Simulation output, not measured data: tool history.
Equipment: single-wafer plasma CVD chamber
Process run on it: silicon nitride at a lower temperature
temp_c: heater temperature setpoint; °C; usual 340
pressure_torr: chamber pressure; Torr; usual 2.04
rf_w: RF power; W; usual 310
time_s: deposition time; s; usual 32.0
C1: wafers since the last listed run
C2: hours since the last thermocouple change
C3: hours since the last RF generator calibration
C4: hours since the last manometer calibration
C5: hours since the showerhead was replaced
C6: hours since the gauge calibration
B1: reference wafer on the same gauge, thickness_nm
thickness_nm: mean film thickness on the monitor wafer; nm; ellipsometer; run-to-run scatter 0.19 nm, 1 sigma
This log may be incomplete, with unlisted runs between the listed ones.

{"run": 1, "hour": 0.0, "temp_c": 340, "pressure_torr": 2.04, "rf_w": 310, "time_s": 32.0, "C1": 0, "C2": 451.8, "C3": 1429.6, "C4": 709.0, "C5": 2614.3, "C6": 628.4, "B1": 42.376, "thickness_nm": 39.69}
{"run": 2, "hour": 28.8, "temp_c": 340, "pressure_torr": 2.04, "rf_w": 310, "time_s": 32.0, "C1": 403, "C2": 480.6, "C3": 1458.4, "C4": 737.8, "C5": 2643.1, "C6": 657.2, "B1": 42.355, "thickness_nm": 39.975}
{"run": 3, "hour": 42.7, "temp_c": 340, "pressure_torr": 2.04, "rf_w": 310, "time_s": 32.0, "C1": 194, "C2": 494.5, "C3": 1472.3, "C4": 751.7, "C5": 2657.0, "C6": 671.1, "B1": 42.305, "thickness_nm": 39.988}
{"run": 4, "hour": 105.7, "temp_c": 340, "pressure_torr": 2.04, "rf_w": 310, "time_s": 32.0, "C1": 882, "C2": 557.5, "C3": 1535.3, "C4": 814.7, "C5": 2720.0, "C6": 734.1, "B1": 42.222, "thickness_nm": 39.434}
{"run": 5, "hour": 118.0, "temp_c": 340, "pressure_torr": 2.04, "rf_w": 310, "time_s": 32.0, "C1": 172, "C2": 569.8, "C3": 1547.6, "C4": 827.0, "C5": 2732.3, "C6": 746.4, "B1": 42.207, "thickness_nm": 39.805}
{"run": 6, "hour": 143.8, "temp_c": 340, "pressure_torr": 2.04, "rf_w": 310, "time_s": 32.0, "C1": 361, "C2": 595.6, "C3": 1573.4, "C4": 852.8, "C5": 2758.1, "C6": 772.2, "B1": 42.154, "thickness_nm": 39.367}
{"run": 7, "hour": 167.7, "temp_c": 340, "pressure_torr": 2.04, "rf_w": 310, "time_s": 32.0, "C1": 334, "C2": 619.5, "C3": 1597.3, "C4": 876.7, "C5": 2782.0, "C6": 796.1, "B1": 42.146, "thickness_nm": 39.534}
{"run": 8, "hour": 181.6, "temp_c": 340, "pressure_torr": 2.35, "rf_w": 310, "time_s": 32.0, "C1": 194, "C2": 633.4, "C3": 1611.2, "C4": 890.6, "C5": 2795.9, "C6": 810.0, "B1": 42.07, "thickness_nm": 41.264}
{"run": 9, "hour": 202.5, "temp_c": 340, "pressure_torr": 2.35, "rf_w": 310, "time_s": 32.0, "C1": 292, "C2": 654.3, "C3": 1632.1, "C4": 911.5, "C5": 2816.8, "C6": 830.9, "B1": 42.062, "thickness_nm": 40.983}
{"run": 10, "hour": 218.7, "temp_c": 340, "pressure_torr": 2.35, "rf_w": 310, "time_s": 32.0, "C1": 226, "C2": 670.5, "C3": 1648.3, "C4": 927.7, "C5": 2833.0, "C6": 847.1, "B1": 42.003, "thickness_nm": 40.975}
{"hour": 242.9, "done": "capacitance manometer re-zeroed and calibrated"}
{"run": 11, "hour": 243.4, "temp_c": 340, "pressure_torr": 2.3, "rf_w": 310, "time_s": 32.0, "C1": 233, "C2": 695.2, "C3": 1673.0, "C4": 0.5, "C5": 2857.7, "C6": 871.8, "B1": 41.962, "thickness_nm": 40.94}
{"run": 12, "hour": 266.6, "temp_c": 340, "pressure_torr": 2.33, "rf_w": 310, "time_s": 32.0, "C1": 324, "C2": 718.4, "C3": 1696.2, "C4": 23.7, "C5": 2880.9, "C6": 895.0, "B1": 41.921, "thickness_nm": 40.638}
{"run": 13, "hour": 301.4, "temp_c": 340, "pressure_torr": 2.33, "rf_w": 310, "time_s": 32.0, "C1": 487, "C2": 753.2, "C3": 1731.0, "C4": 58.5, "C5": 2915.7, "C6": 929.8, "B1": 41.909, "thickness_nm": 40.819}
{"hour": 329.8, "done": "gauge calibrated"}
{"run": 14, "hour": 332.2, "temp_c": 340, "pressure_torr": 2.04, "rf_w": 310, "time_s": 32.0, "C1": 431, "C2": 784.0, "C3": 1761.8, "C4": 89.3, "C5": 2946.5, "C6": 2.4, "B1": 43.328, "thickness_nm": 40.742}
{"run": 15, "hour": 360.9, "temp_c": 340, "pressure_torr": 2.51, "rf_w": 365, "time_s": 27.6, "C1": 401, "C2": 812.7, "C3": 1790.5, "C4": 118.0, "C5": 2975.2, "C6": 31.1, "B1": 43.238, "thickness_nm": 41.467}
{"run": 16, "hour": 377.3, "temp_c": 340, "pressure_torr": 2.04, "rf_w": 360, "time_s": 32.0, "C1": 229, "C2": 829.1, "C3": 1806.9, "C4": 134.4, "C5": 2991.6, "C6": 47.5, "B1": 43.191, "thickness_nm": 45.145}
{"run": 17, "hour": 393.9, "temp_c": 336, "pressure_torr": 2.23, "rf_w": 350, "time_s": 36.1, "C1": 232, "C2": 845.7, "C3": 1823.5, "C4": 151.0, "C5": 3008.2, "C6": 64.1, "B1": 43.2, "thickness_nm": 50.493}
{"run": 18, "hour": 406.9, "temp_c": 348, "pressure_torr": 2.04, "rf_w": 335, "time_s": 35.2, "C1": 182, "C2": 858.7, "C3": 1836.5, "C4": 164.0, "C5": 3021.2, "C6": 77.1, "B1": 43.174, "thickness_nm": 46.721}
{"run": 19, "hour": 419.6, "temp_c": 328, "pressure_torr": 1.56, "rf_w": 275, "time_s": 36.4, "C1": 177, "C2": 871.4, "C3": 1849.2, "C4": 176.7, "C5": 3033.9, "C6": 89.8, "B1": 43.163, "thickness_nm": 39.384}
{"hour": 446.6, "done": "showerhead replaced"}
{"run": 20, "hour": 451.7, "temp_c": 354, "pressure_torr": 2.04, "rf_w": 310, "time_s": 28.9, "C1": 337, "C2": 903.5, "C3": 1881.3, "C4": 208.8, "C5": 5.1, "C6": 121.9, "B1": 43.111, "thickness_nm": 36.261}
{"hour": 476.0, "done": "RF generator calibrated"}
{"run": 21, "hour": 482.4, "temp_c": 350, "pressure_torr": 2.04, "rf_w": 355, "time_s": 27.9, "C1": 317, "C2": 934.2, "C3": 6.4, "C4": 239.5, "C5": 35.8, "C6": 152.6, "B1": 43.071, "thickness_nm": 38.702}
{"run": 22, "hour": 526.7, "temp_c": 334, "pressure_torr": 2.04, "rf_w": 310, "time_s": 32.0, "C1": 620, "C2": 978.5, "C3": 50.7, "C4": 283.8, "C5": 80.1, "C6": 196.9, "B1": 43.025, "thickness_nm": 40.555}
{"run": 23, "hour": 556.4, "temp_c": 351, "pressure_torr": 1.74, "rf_w": 310, "time_s": 32.0, "C1": 415, "C2": 1008.2, "C3": 80.4, "C4": 313.5, "C5": 109.8, "C6": 226.6, "B1": 42.912, "thickness_nm": 38.415}
{"hour": 593.3, "done": "thermocouple changed; heater temperature recalibrated"}
{"run": 24, "hour": 593.8, "temp_c": 340, "pressure_torr": 2.04, "rf_w": 310, "time_s": 32.0, "C1": 411, "C2": 0.5, "C3": 117.8, "C4": 350.9, "C5": 147.2, "C6": 264.0, "B1": 42.884, "thickness_nm": 40.098}
{"run": 25, "hour": 622.5, "temp_c": 333, "pressure_torr": 2.04, "rf_w": 280, "time_s": 32.0, "C1": 401, "C2": 29.2, "C3": 146.5, "C4": 379.6, "C5": 175.9, "C6": 292.7, "B1": 42.865, "thickness_nm": 37.413}
{"run": 26, "hour": 635.6, "temp_c": 355, "pressure_torr": 2.46, "rf_w": 290, "time_s": 29.8, "C1": 183, "C2": 42.3, "C3": 159.6, "C4": 392.7, "C5": 189.0, "C6": 305.8, "B1": 42.86, "thickness_nm": 37.176}
{"run": 27, "hour": 671.2, "temp_c": 354, "pressure_torr": 2.04, "rf_w": 310, "time_s": 32.0, "C1": 498, "C2": 77.9, "C3": 195.2, "C4": 428.3, "C5": 224.6, "C6": 341.4, "B1": 42.767, "thickness_nm": 39.899}
{"run": 28, "hour": 745.6, "temp_c": 334, "pressure_torr": 2.04, "rf_w": 290, "time_s": 29.9, "C1": 1041, "C2": 152.3, "C3": 269.6, "C4": 502.7, "C5": 299.0, "C6": 415.8, "B1": 42.668, "thickness_nm": 35.977}
{"run": 29, "hour": 764.9, "temp_c": 340, "pressure_torr": 2.04, "rf_w": 310, "time_s": 32.0, "C1": 270, "C2": 171.6, "C3": 288.9, "C4": 522.0, "C5": 318.3, "C6": 435.1, "B1": 42.608, "thickness_nm": 39.838}
{"run": 30, "hour": 783.3, "temp_c": 340, "pressure_torr": 2.35, "rf_w": 310, "time_s": 32.0, "C1": 257, "C2": 190.0, "C3": 307.3, "C4": 540.4, "C5": 336.7, "C6": 453.5, "B1": 42.59, "thickness_nm": 41.757}

Alternative continuations, all from the tool just after run 30; predict every row:
{"run": "A", "hour": 783.7, "temp_c": 340, "pressure_torr": 2.04, "rf_w": 310, "time_s": 32.0, "C1": 5, "C2": 190.4, "C3": 307.7, "C4": 540.8, "C5": 337.1, "C6": 453.9, "B1": "?", "thickness_nm": "?"}
{"run": "B", "hour": 783.7, "temp_c": 340, "pressure_torr": 2.34, "rf_w": 310, "time_s": 32.0, "C1": 5, "C2": 190.4, "C3": 307.7, "C4": 540.8, "C5": 337.1, "C6": 453.9, "B1": "?", "thickness_nm": "?"}
{"run": "C", "hour": 783.7, "temp_c": 325, "pressure_torr": 2.04, "rf_w": 310, "time_s": 32.0, "C1": 5, "C2": 190.4, "C3": 307.7, "C4": 540.8, "C5": 337.1, "C6": 453.9, "B1": "?", "thickness_nm": "?"}

run=A B1=42.626 thickness_nm=39.548
run=B B1=42.626 thickness_nm=40.976
run=C B1=42.626 thickness_nm=39.743
Without the tool's unlogged condition, the same runs would have read:
run=A thickness_nm=40.286
run=B thickness_nm=41.741
run=C thickness_nm=40.485
